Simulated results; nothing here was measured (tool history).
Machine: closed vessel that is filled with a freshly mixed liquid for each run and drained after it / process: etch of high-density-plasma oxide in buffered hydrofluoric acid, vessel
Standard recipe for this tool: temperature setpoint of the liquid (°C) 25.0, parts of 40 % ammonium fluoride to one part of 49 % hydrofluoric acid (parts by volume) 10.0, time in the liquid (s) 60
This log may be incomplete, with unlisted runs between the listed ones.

run   hour  temperature setpoint of the liquid (°C)  parts of 40 % ammonium fluoride to one part of 49 % hydrofluoric acid (parts by volume)  time in the liquid (s)  read-back film thickness of the high-density-plasma oxide reference wafer, read on the same gauge (nm)  thickness taken off the high-density-plasma oxide on a monitor wafer (nm)
  1    0.0                                     25.0                                                                                     10.0                      60                                                                                                   60.01                                                                      76.66
  2   22.8                                     25.0                                                                                     10.0                      60                                                                                                   60.04                                                                      77.27
  3   41.5                                     25.0                                                                                     10.0                      60                                                                                                   60.00                                                                      77.01
  4   75.6                                     25.0                                                                                     10.0                      60                                                                                                   59.97                                                                      76.79
  5   89.3                                     25.0                                                                                      8.0                      60                                                                                                   59.98                                                                      92.86
  6  116.9                                     25.0                                                                                      8.0                      60                                                                                                   59.94                                                                      93.85
  7  145.8                                     25.0                                                                                     10.0                      60                                                                                                   59.87                                                                      76.98
  8  159.1                                     25.0                                                                                      8.5                      60                                                                                                   59.87                                                                      87.62
  9  177.1                                     25.0                                                                                      8.5                      60                                                                                                   59.82                                                                      86.50
 10  189.2                                     22.0                                                                                     10.0                      40                                                                                                   59.83                                                                      43.43
 11  215.7                                     25.0                                                                                     10.0                      60                                                                                                   59.76                                                                      76.47
 12  242.7                                     21.5                                                                                     10.0                      70                                                                                                   59.67                                                                      73.67
 13  259.5                                     25.0                                                                                     10.0                      40                                                                                                   59.63                                                                      50.96
 14  290.0                                     25.0                                                                                     10.0                      40                                                                                                   59.52                                                                      51.51
 15  324.8                                     25.0                                                                                     10.0                      60                                                                                                   59.44                                                                      75.99
 16  347.4                                     25.0                                                                                     10.0                      90                                                                                                   59.34                                                                     115.07
 17  359.7                                     25.0                                                                                     10.0                      40                                                                                                   59.30                                                                      50.93
 18  372.6                                     28.0                                                                                     11.5                      60                                                                                                   59.27                                                                      78.51
 19  390.1                                     28.5                                                                                     12.0                      35                                                                                                   59.19                                                                      45.00
 20  422.2                                     25.0                                                                                      7.5                      80                                                                                                   59.02                                                                     132.79
 21  451.4                                     21.5                                                                                      6.5                      60                                                                                                   58.89                                                                      93.90
 22  470.9                                     20.0                                                                                     11.5                      45                                                                                                   59.89                                                                      38.36
 23  485.3                                     25.0                                                                                      7.0                      80                                                                                                   59.90                                                                     142.99
 24  500.5                                     21.5                                                                                      6.5                      60                                                                                                   59.89                                                                      94.71
 25  519.3                                     25.0                                                                                     10.0                      60                                                                                                   59.89                                                                      76.82
 26  540.9                                     21.0                                                                                     10.0                      60                                                                                                   59.85                                                                      61.98
 27  556.6                                     21.5                                                                                     12.0                      35                                                                                                   59.86                                                                      31.01
 28  573.4                                     25.0                                                                                     10.0                      35                                                                                                   59.86                                                                      44.54
 29  597.0                                     20.5                                                                                     10.0                      45                                                                                                   59.83                                                                      45.02
 30  624.0                                     25.0                                                                                     10.0                      60                                                                                                   59.78                                                                      76.54

Withheld: 3 entries from between the runs. Position of each, and hidden state at the listed run before versus the listed run after:
In the gap between runs 11 and 12: hydrofluoric acid flow meter replaced (hour 238.0)
  gauge reads high (%): -0.421 -> -0.533
  what was measured, less what the result would be without the hidden state, thickness taken off the high-density-plasma oxide on a monitor wafer (nm): -0.32 -> -0.39
In the gap between runs 13 and 14: thermometer replaced (hour 265.8)
  gauge reads high (%): -0.61 -> -0.761
  what was measured, less what the result would be without the hidden state, thickness taken off the high-density-plasma oxide on a monitor wafer (nm): -0.31 -> -0.40
In the gap between runs 21 and 22: gauge calibrated (hour 469.3)
  gauge reads high (%): -1.84 -> -0.16
  what was measured, less what the result would be without the hidden state, thickness taken off the high-density-plasma oxide on a monitor wafer (nm): -1.76 -> -0.07
